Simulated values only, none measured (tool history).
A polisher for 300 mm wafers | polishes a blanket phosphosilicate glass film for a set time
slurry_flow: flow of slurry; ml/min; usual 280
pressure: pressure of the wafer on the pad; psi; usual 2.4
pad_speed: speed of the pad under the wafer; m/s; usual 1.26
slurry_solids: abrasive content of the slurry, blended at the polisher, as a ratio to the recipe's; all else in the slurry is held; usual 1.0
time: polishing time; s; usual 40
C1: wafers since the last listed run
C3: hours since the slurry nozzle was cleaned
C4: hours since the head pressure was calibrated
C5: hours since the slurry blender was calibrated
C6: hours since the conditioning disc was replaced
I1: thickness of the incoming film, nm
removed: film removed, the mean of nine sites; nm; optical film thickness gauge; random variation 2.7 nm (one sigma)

Run 1, hour 0.0: usual settings; C1 0; wafers polished on this pad 875; C3 96.8; C4 1047.4; C5 378.9; C6 155.7; I1 2212.3. Result: removed 278.0 nm.
Run 2, hour 35.7: usual settings; C1 217; wafers polished on this pad 1093; C3 132.5; C4 1083.1; C5 414.6; C6 191.4; I1 2283.2. Result: removed 272.0 nm.
At hour 44.8: worn pad replaced by a new one.
At hour 49.9: slurry blender recalibrated.
Run 3, hour 70.0: usual settings; C1 172; wafers polished on this pad 141; C3 166.8; C4 1117.4; C5 20.1; C6 225.7; I1 2246.2. Result: removed 305.3 nm.
Run 4, hour 134.6: usual settings; C1 393; wafers polished on this pad 535; C3 231.4; C4 1182.0; C5 84.7; C6 290.3; I1 2249.8. Result: removed 300.5 nm.
At hour 189.7: conditioning disc replaced and pad reconditioned.
Run 5, hour 195.5: usual settings; C1 358; wafers polished on this pad 893; C3 292.3; C4 1242.9; C5 145.6; C6 5.8; I1 2219.7. Result: removed 293.7 nm.
Run 6, hour 252.2: usual settings; C1 345; wafers polished on this pad 1239; C3 349.0; C4 1299.6; C5 202.3; C6 62.5; I1 2254.4. Result: removed 290.4 nm.
At hour 257.8: worn pad replaced by a new one.
At hour 263.5: head pressure recalibrated.
Run 7, hour 282.7: usual settings; C1 149; wafers polished on this pad 139; C3 379.5; C4 19.2; C5 232.8; C6 93.0; I1 2222.1. Result: removed 282.6 nm.
Run 8, hour 313.0: usual settings but slurry_flow 375 ml/min; C1 184; wafers polished on this pad 323; C3 409.8; C4 49.5; C5 263.1; C6 123.3; I1 2265.8. Result: removed 291.6 nm.
Run 9, hour 347.9: usual settings but pad_speed 1.54 m/s; C1 212; wafers polished on this pad 536; C3 444.7; C4 84.4; C5 298.0; C6 158.2; I1 2223.7. Result: removed 311.0 nm.
Run 10, hour 374.1: usual settings; C1 159; wafers polished on this pad 696; C3 470.9; C4 110.6; C5 324.2; C6 184.4; I1 2238.2. Result: removed 276.2 nm.
At hour 422.8: slurry nozzle cleaned.
At hour 424.0: worn pad replaced by a new one.
Run 11, hour 430.3: usual settings; C1 328; wafers polished on this pad 38; C3 7.5; C4 166.8; C5 380.4; C6 240.6; I1 2253.9. Result: removed 278.6 nm.
At hour 455.6: slurry blender recalibrated.
Run 12, hour 493.8: usual settings but slurry_flow 220 ml/min, pressure 3.0 psi, pad_speed 1.00 m/s, slurry_solids 1.1; C1 374; wafers polished on this pad 412; C3 71.0; C4 230.3; C5 38.2; C6 304.1; I1 2237.3. Result: removed 332.0 nm.
Run 13, hour 524.4: usual settings but slurry_flow 330 ml/min, pad_speed 1.00 m/s, time 28 s; C1 186; wafers polished on this pad 599; C3 101.6; C4 260.9; C5 68.8; C6 334.7; I1 2243.7. Result: removed 189.8 nm.
Run 14, hour 590.7: usual settings but pad_speed 0.86 m/s, time 47 s; C1 403; wafers polished on this pad 1003; C3 167.9; C4 327.2; C5 135.1; C6 401.0; I1 2233.8. Result: removed 290.0 nm.

5 ways to go on from here, each from the tool as it stands after run 14. What would each give?
Run A, hour 591.1: usual settings; C1 2; wafers polished on this pad 1005; C3 168.3; C4 327.6; C5 135.5; C6 401.4; I1 2240.1. Result: removed ?.
Run B, hour 591.1: usual settings but slurry_flow 320 ml/min, pad_speed 0.98 m/s; C1 2; wafers polished on this pad 1005; C3 168.3; C4 327.6; C5 135.5; C6 401.4; I1 2240.1. Result: removed ?.
Run C, hour 591.1: usual settings but slurry_flow 185 ml/min; C1 2; wafers polished on this pad 1005; C3 168.3; C4 327.6; C5 135.5; C6 401.4; I1 2240.1. Result: removed ?.
Run D, hour 591.1: usual settings but slurry_flow 330 ml/min, pressure 3.1 psi, pad_speed 0.98 m/s, slurry_solids 1.3; C1 2; wafers polished on this pad 1005; C3 168.3; C4 327.6; C5 135.5; C6 401.4; I1 2240.1. Result: removed ?.
Run E, hour 591.1: usual settings but slurry_solids 0.8; C1 2; wafers polished on this pad 1005; C3 168.3; C4 327.6; C5 135.5; C6 401.4; I1 2240.1. Result: removed ?.

run  removed
  A    294.1
  B    265.5
  C    279.2
  D    367.2
  E    278.9
Without the tool's hidden state the same runs would have given:
run  removed
  A    305.8
  B    276.1
  C    290.4
  D    380.6
  E    290.7
